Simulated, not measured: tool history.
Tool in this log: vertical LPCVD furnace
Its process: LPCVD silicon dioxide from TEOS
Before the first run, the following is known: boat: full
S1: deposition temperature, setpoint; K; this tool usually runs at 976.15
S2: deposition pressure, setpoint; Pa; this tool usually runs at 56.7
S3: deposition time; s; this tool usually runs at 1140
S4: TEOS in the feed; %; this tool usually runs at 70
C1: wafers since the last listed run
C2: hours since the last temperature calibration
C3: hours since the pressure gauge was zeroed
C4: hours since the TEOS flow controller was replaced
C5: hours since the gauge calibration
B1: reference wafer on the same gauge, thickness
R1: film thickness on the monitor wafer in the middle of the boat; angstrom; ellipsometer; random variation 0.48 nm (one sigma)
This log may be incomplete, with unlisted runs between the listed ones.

run	day	S1	S2	S3	S4	C1	C2	C3	C4	C5	B1	R1
1	0.000	976.15	56.7	840	70	0	3261.8	2741.1	1764.6	480.7	162.95	1315.6
2	1.167	976.15	56.7	840	70	341	3289.8	2769.1	1792.6	508.7	163.05	1320.2
3	3.742	976.15	56.7	840	70	752	3351.6	2830.9	1854.4	570.5	163.01	1322.3
# day 4.842: gauge calibrated
4	6.296	976.15	56.7	1260	70	746	3412.9	2892.2	1915.7	34.9	162.97	1986.8
5	8.633	976.15	56.7	1260	70	683	3469.0	2948.3	1971.8	91.0	163.02	1983.9
6	9.888	981.15	56.7	1470	70	366	3499.1	2978.4	2001.9	121.1	163.05	2604.7
7	11.375	981.15	56.7	1470	70	434	3534.8	3014.1	2037.6	156.8	163.12	2599.3
8	13.988	976.15	60.7	1140	70	763	3597.5	3076.8	2100.3	219.5	163.07	1867.9
9	15.096	984.15	56.7	1140	70	324	3624.1	3103.4	2126.9	246.1	163.01	2170.0
10	16.592	984.15	56.7	1140	70	437	3660.0	3139.3	2162.8	282.0	162.99	2175.0
11	19.146	984.15	56.7	1140	70	746	3721.3	3200.6	2224.1	343.3	162.87	2175.6
12	21.625	976.15	56.7	1140	70	724	3780.8	3260.1	2283.6	402.8	163.06	1807.2
13	22.733	968.15	47.3	1350	59	324	3807.4	3286.7	2310.2	429.4	162.97	1497.9
14	25.062	984.15	56.7	1500	75	681	3863.3	3342.6	2366.1	485.3	162.97	2974.1
15	26.629	976.15	47.3	1140	70	458	3900.9	3380.2	2403.7	522.9	163.10	1666.6
16	28.679	981.15	56.7	1530	75	599	3950.1	3429.4	2452.9	572.1	163.01	2840.2
# day 29.554: gauge calibrated
17	31.146	976.15	56.7	1140	70	721	4009.3	3488.6	2512.1	38.2	163.00	1824.5
# day 32.625: thermocouples replaced and temperature profile calibrated
# day 32.942: pressure gauge zeroed
18	32.992	976.15	60.7	1140	70	154	8.8	1.2	2556.4	82.5	163.04	1783.7
# day 34.604: TEOS flow controller replaced
19	34.625	976.15	44.0	1140	70	185	48.0	40.4	0.5	121.7	163.06	1520.7
20	35.688	976.15	56.7	1140	70	310	73.5	65.9	26.0	147.2	162.98	1722.0
21	37.825	985.15	50.0	1020	70	625	124.8	117.2	77.3	198.5	163.02	1778.4
22	40.375	984.15	56.7	960	70	745	186.0	178.4	138.5	259.7	163.04	1743.1
23	42.071	967.15	47.3	1140	80	495	226.7	219.1	179.2	300.4	162.95	1365.4
24	44.346	976.15	68.0	750	70	665	281.3	273.7	233.8	355.0	163.05	1240.4

What differs in the tool's unlogged condition from the final listed run ahead of each entry between runs to the first listed run following it?
Logged between run 3 and run 4: gauge calibrated (day 4.842)
  true tube temperature minus thermocouple reading, K: 1.98 -> 2.05
  measured minus no-state result, R1: +59.2 -> +91.8 angstrom
Logged between run 16 and run 17: gauge calibrated (day 29.554)
  true tube temperature minus thermocouple reading, K: 2.69 -> 2.77
  measured minus no-state result, R1: +169.2 -> +112.8 angstrom
Logged between run 17 and run 18: thermocouples replaced and temperature profile calibrated (day 32.625); pressure gauge zeroed (day 32.942)
  true tube temperature minus thermocouple reading, K: 2.77 -> 0.195
  measured minus no-state result, R1: +112.8 -> +8.0 angstrom
Logged between run 18 and run 19: TEOS flow controller replaced (day 34.604)
  nothing in the hidden state changes from one run to the other
  measured minus no-state result, R1: +8.0 -> +6.8 angstrom
